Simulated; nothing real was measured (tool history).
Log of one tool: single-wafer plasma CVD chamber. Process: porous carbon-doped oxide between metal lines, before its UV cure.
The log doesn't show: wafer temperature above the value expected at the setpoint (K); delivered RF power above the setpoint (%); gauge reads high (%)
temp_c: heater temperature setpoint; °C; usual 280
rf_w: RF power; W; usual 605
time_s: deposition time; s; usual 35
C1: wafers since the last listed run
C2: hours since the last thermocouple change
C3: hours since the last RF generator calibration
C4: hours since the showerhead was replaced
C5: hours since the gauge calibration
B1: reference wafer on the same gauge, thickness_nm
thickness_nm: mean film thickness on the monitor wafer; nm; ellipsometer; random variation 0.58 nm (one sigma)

Run 1, hour 0: usual settings; C1 0; C2 742.2; C3 1704.5; C4 5256.5; C5 604.2; B1 222.988. Result: thickness_nm 236.089 nm.
Run 2, hour 26.3: usual settings; C1 517; C2 768.5; C3 1730.8; C4 5282.8; C5 630.5; B1 222.862. Result: thickness_nm 235.089 nm.
Run 3, hour 55.3: usual settings but rf_w 570 W; C1 570; C2 797.5; C3 1759.8; C4 5311.8; C5 659.5; B1 223.14. Result: thickness_nm 222.014 nm.
Run 4, hour 80.5: usual settings but temp_c 291 °C, time_s 39.6 s; C1 495; C2 822.7; C3 1785; C4 5337; C5 684.7; B1 222.887. Result: thickness_nm 247.915 nm.
Run 5, hour 104.8: usual settings; C1 477; C2 847; C3 1809.3; C4 5361.3; C5 709; B1 222.854. Result: thickness_nm 235.252 nm.
Run 6, hour 122.6: usual settings; C1 350; C2 864.8; C3 1827.1; C4 5379.1; C5 726.8; B1 222.929. Result: thickness_nm 236.301 nm.
At hour 127.7: gauge calibrated.
Run 7, hour 151.8: usual settings; C1 574; C2 894; C3 1856.3; C4 5408.3; C5 24.1; B1 222.958. Result: thickness_nm 236.224 nm.
Run 8, hour 246.6: usual settings but time_s 33.5 s; C1 1864; C2 988.8; C3 1951.1; C4 5503.1; C5 118.9; B1 222.865. Result: thickness_nm 225.581 nm.
Run 9, hour 279.5: usual settings; C1 646; C2 1021.7; C3 1984; C4 5536; C5 151.8; B1 223.024. Result: thickness_nm 236.263 nm.
Run 10, hour 299.6: usual settings; C1 395; C2 1041.8; C3 2004.1; C4 5556.1; C5 171.9; B1 223.038. Result: thickness_nm 235.213 nm.
Run 11, hour 312.7: usual settings; C1 257; C2 1054.9; C3 2017.2; C4 5569.2; C5 185; B1 222.93. Result: thickness_nm 235.897 nm.
Run 12, hour 326.7: usual settings but temp_c 285 °C; C1 275; C2 1068.9; C3 2031.2; C4 5583.2; C5 199; B1 222.924. Result: thickness_nm 228.331 nm.
At hour 336.3: RF generator calibrated.
Run 13, hour 353.1: usual settings but temp_c 285 °C; C1 361; C2 1095.3; C3 16.8; C4 5609.6; C5 225.4; B1 222.95. Result: thickness_nm 227.998 nm.
Run 14, hour 373.2: usual settings but temp_c 284 °C, time_s 30.6 s; C1 395; C2 1115.4; C3 36.9; C4 5629.7; C5 245.5; B1 223.037. Result: thickness_nm 201.712 nm.
Run 15, hour 403.9: usual settings; C1 603; C2 1146.1; C3 67.6; C4 5660.4; C5 276.2; B1 222.87. Result: thickness_nm 235.867 nm.
Run 16, hour 428.3: usual settings but rf_w 665 W, time_s 32.4 s; C1 479; C2 1170.5; C3 92; C4 5684.8; C5 300.6; B1 222.988. Result: thickness_nm 238.959 nm.
Run 17, hour 462.6: usual settings but temp_c 268 °C, time_s 30.2 s; C1 674; C2 1204.8; C3 126.3; C4 5719.1; C5 334.9; B1 222.924. Result: thickness_nm 221.974 nm.
Run 18, hour 494.6: usual settings; C1 629; C2 1236.8; C3 158.3; C4 5751.1; C5 366.9; B1 223.055. Result: thickness_nm 236.265 nm.
Run 19, hour 521.1: usual settings but time_s 40.8 s; C1 521; C2 1263.3; C3 184.8; C4 5777.6; C5 393.4; B1 223.019. Result: thickness_nm 274.019 nm.
Run 20, hour 555.8: usual settings but temp_c 273 °C; C1 682; C2 1298; C3 219.5; C4 5812.3; C5 428.1; B1 223.117. Result: thickness_nm 246.539 nm.
Run 21, hour 591.1: usual settings but temp_c 270 °C, rf_w 525 W, time_s 28.4 s; C1 694; C2 1333.3; C3 254.8; C4 5847.6; C5 463.4; B1 222.981. Result: thickness_nm 177.461 nm.
Run 22, hour 624: usual settings but temp_c 286 °C, rf_w 635 W, time_s 30.5 s; C1 646; C2 1366.2; C3 287.7; C4 5880.5; C5 496.3; B1 223.094. Result: thickness_nm 207.308 nm.
Run 23, hour 652.6: usual settings but temp_c 286 °C, rf_w 570 W, time_s 33 s; C1 562; C2 1394.8; C3 316.3; C4 5909.1; C5 524.9; B1 222.794. Result: thickness_nm 201.591 nm.
At hour 666.9: thermocouple changed; heater temperature recalibrated.
Run 24, hour 688: usual settings but temp_c 289 °C; C1 538; C2 21.1; C3 351.7; C4 5944.5; C5 560.3; B1 223.012. Result: thickness_nm 222.107 nm.
At hour 709.1: showerhead replaced.
At hour 774.3: gauge calibrated.
Run 25, hour 777.2: usual settings but temp_c 265 °C, rf_w 515 W, time_s 38.9 s; C1 1596; C2 110.3; C3 440.9; C4 68.1; C5 2.9; B1 223.018. Result: thickness_nm 244.192 nm.
Run 26, hour 805.4: usual settings; C1 554; C2 138.5; C3 469.1; C4 96.3; C5 31.1; B1 223.052. Result: thickness_nm 235.514 nm.
Run 27, hour 828.5: usual settings but time_s 39.4 s; C1 454; C2 161.6; C3 492.2; C4 119.4; C5 54.2; B1 222.999. Result: thickness_nm 263.762 nm.
Run 28, hour 845.6: usual settings but temp_c 287 °C, time_s 37.3 s; C1 336; C2 178.7; C3 509.3; C4 136.5; C5 71.3; B1 222.981. Result: thickness_nm 240.077 nm.
Run 29, hour 877.1: usual settings but temp_c 275 °C, rf_w 725 W, time_s 39.9 s; C1 619; C2 210.2; C3 540.8; C4 168; C5 102.8; B1 222.961. Result: thickness_nm 326.751 nm.
Run 30, hour 890.4: usual settings but rf_w 715 W; C1 261; C2 223.5; C3 554.1; C4 181.3; C5 116.1; B1 222.955. Result: thickness_nm 275.527 nm.
Run 31, hour 910.6: usual settings; C1 397; C2 243.7; C3 574.3; C4 201.5; C5 136.3; B1 222.969. Result: thickness_nm 234.981 nm.
Run 32, hour 926.9: usual settings; C1 320; C2 260; C3 590.6; C4 217.8; C5 152.6; B1 223.029. Result: thickness_nm 236.219 nm.
Run 33, hour 1007.7: usual settings but temp_c 272 °C; C1 1588; C2 340.8; C3 671.4; C4 298.6; C5 233.4; B1 222.892. Result: thickness_nm 248.925 nm.
Run 34, hour 1029.6: usual settings but temp_c 265 °C; C1 430; C2 362.7; C3 693.3; C4 320.5; C5 255.3; B1 222.743. Result: thickness_nm 259.853 nm.
Run 35, hour 1131: usual settings but temp_c 289 °C, rf_w 500 W, time_s 28.1 s; C1 1993; C2 464.1; C3 794.7; C4 421.9; C5 356.7; B1 223.098. Result: thickness_nm 147.25 nm.

Forecast each of these 3 alternatives for the next run:
Run A, hour 1131.4: usual settings; C1 7; C2 464.5; C3 795.1; C4 422.3; C5 357.1; B1 ?. Result: thickness_nm ?.
Run B, hour 1131.4: usual settings but rf_w 640 W; C1 7; C2 464.5; C3 795.1; C4 422.3; C5 357.1; B1 ?. Result: thickness_nm ?.
Run C, hour 1131.4: usual settings but temp_c 270 °C, rf_w 720 W, time_s 37.1 s; C1 7; C2 464.5; C3 795.1; C4 422.3; C5 357.1; B1 ?. Result: thickness_nm ?.

run       B1  thickness_nm
  A  222.743       235.655
  B  222.743       248.662
  C  222.743        313.01
Without the tool's hidden state the same runs would have given:
run  thickness_nm
  A       235.655
  B       248.662
  C        313.01
